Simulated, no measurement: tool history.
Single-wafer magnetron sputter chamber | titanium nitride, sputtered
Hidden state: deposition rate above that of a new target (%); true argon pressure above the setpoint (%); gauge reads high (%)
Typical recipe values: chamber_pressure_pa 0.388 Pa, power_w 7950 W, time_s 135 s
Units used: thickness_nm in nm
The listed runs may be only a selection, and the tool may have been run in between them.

| run | hour | chamber_pressure_pa | power_w | time_s | wafers since the last listed run | wafers on the sputter target | hours since the last manometer calibration | hours since the magnet pack was replaced | hours since the gauge calibration | read-back reference wafer on the same gauge, thickness_nm | thickness_nm |
|---|---|---|---|---|---|---|---|---|---|---|---|
| 1 | 0.0 | 0.388 | 7950 | 135 | 0 | 3670 | 1563.9 | 10821.3 | 807.9 | 226.975 | 200.308 |
| 2 | 207.0 | 0.388 | 7950 | 135 | 3159 | 6830 | 1770.9 | 11028.3 | 1014.9 | 227.026 | 194.836 |
| 3 | 276.9 | 0.388 | 7950 | 135 | 1066 | 7896 | 1840.8 | 11098.2 | 1084.8 | 226.971 | 194.190 |
|  | 300.7 | sputter target and shields replaced |
| 4 | 305.0 | 0.388 | 7950 | 135 | 306 | 66 | 1868.9 | 11126.3 | 1112.9 | 227.015 | 202.358 |
| 5 | 367.6 | 0.388 | 7950 | 135 | 955 | 1021 | 1931.5 | 11188.9 | 1175.5 | 227.229 | 203.169 |
| 6 | 435.2 | 0.388 | 7950 | 135 | 1031 | 2053 | 1999.1 | 11256.5 | 1243.1 | 227.143 | 201.843 |
|  | 485.6 | magnet pack replaced |
|  | 606.7 | capacitance manometer re-zeroed and calibrated |
| 7 | 643.1 | 0.388 | 7950 | 135 | 2928 | 4981 | 36.4 | 157.5 | 1451.0 | 226.883 | 199.006 |
| 8 | 673.8 | 0.388 | 7950 | 135 | 468 | 5450 | 67.1 | 188.2 | 1481.7 | 226.962 | 195.612 |
| 9 | 737.9 | 0.388 | 7950 | 135 | 978 | 6428 | 131.2 | 252.3 | 1545.8 | 226.934 | 195.728 |
|  | 747.2 | sputter target and shields replaced |
| 10 | 809.9 | 0.388 | 7950 | 135 | 976 | 957 | 203.2 | 324.3 | 1617.8 | 226.906 | 202.788 |
| 11 | 858.3 | 0.388 | 7950 | 135 | 738 | 1695 | 251.6 | 372.7 | 1666.2 | 227.185 | 202.362 |
| 12 | 927.5 | 0.388 | 7950 | 135 | 1056 | 2751 | 320.8 | 441.9 | 1735.4 | 226.831 | 203.593 |
| 13 | 997.1 | 0.388 | 7950 | 135 | 1062 | 3814 | 390.4 | 511.5 | 1805.0 | 227.114 | 201.751 |
| 14 | 1023.7 | 0.388 | 7950 | 154 | 405 | 4220 | 417.0 | 538.1 | 1831.6 | 226.970 | 228.057 |
| 15 | 1091.2 | 0.388 | 7950 | 154 | 1030 | 5250 | 484.5 | 605.6 | 1899.1 | 226.972 | 227.580 |
| 16 | 1138.0 | 0.388 | 7950 | 135 | 714 | 5964 | 531.3 | 652.4 | 1945.9 | 227.000 | 196.403 |
| 17 | 1182.2 | 0.273 | 9200 | 149 | 674 | 6638 | 575.5 | 696.6 | 1990.1 | 227.085 | 258.105 |
|  | 1202.1 | sputter target and shields replaced |
| 18 | 1239.0 | 0.388 | 6050 | 135 | 744 | 563 | 632.3 | 753.4 | 2046.9 | 227.202 | 155.353 |
|  | 1248.7 | gauge calibrated |
| 19 | 1270.9 | 0.388 | 6950 | 135 | 486 | 1049 | 664.2 | 785.3 | 22.2 | 226.760 | 178.261 |
| 20 | 1324.5 | 0.308 | 7950 | 135 | 818 | 1867 | 717.8 | 838.9 | 75.8 | 227.093 | 206.957 |

Run 21, settings as shown, results not yet in. Your forecast:
| 21 | 1384.2 | 0.388 | 7950 | 108 | 911 | 2779 | 777.5 | 898.6 | 135.5 | ? | ? |

read-back reference wafer on the same gauge, thickness_nm: 227.009
thickness_nm: 160.760 nm
If the tool had no hidden condition, the same run with the same run-to-run variation would have returned thickness_nm 162.359 nm.

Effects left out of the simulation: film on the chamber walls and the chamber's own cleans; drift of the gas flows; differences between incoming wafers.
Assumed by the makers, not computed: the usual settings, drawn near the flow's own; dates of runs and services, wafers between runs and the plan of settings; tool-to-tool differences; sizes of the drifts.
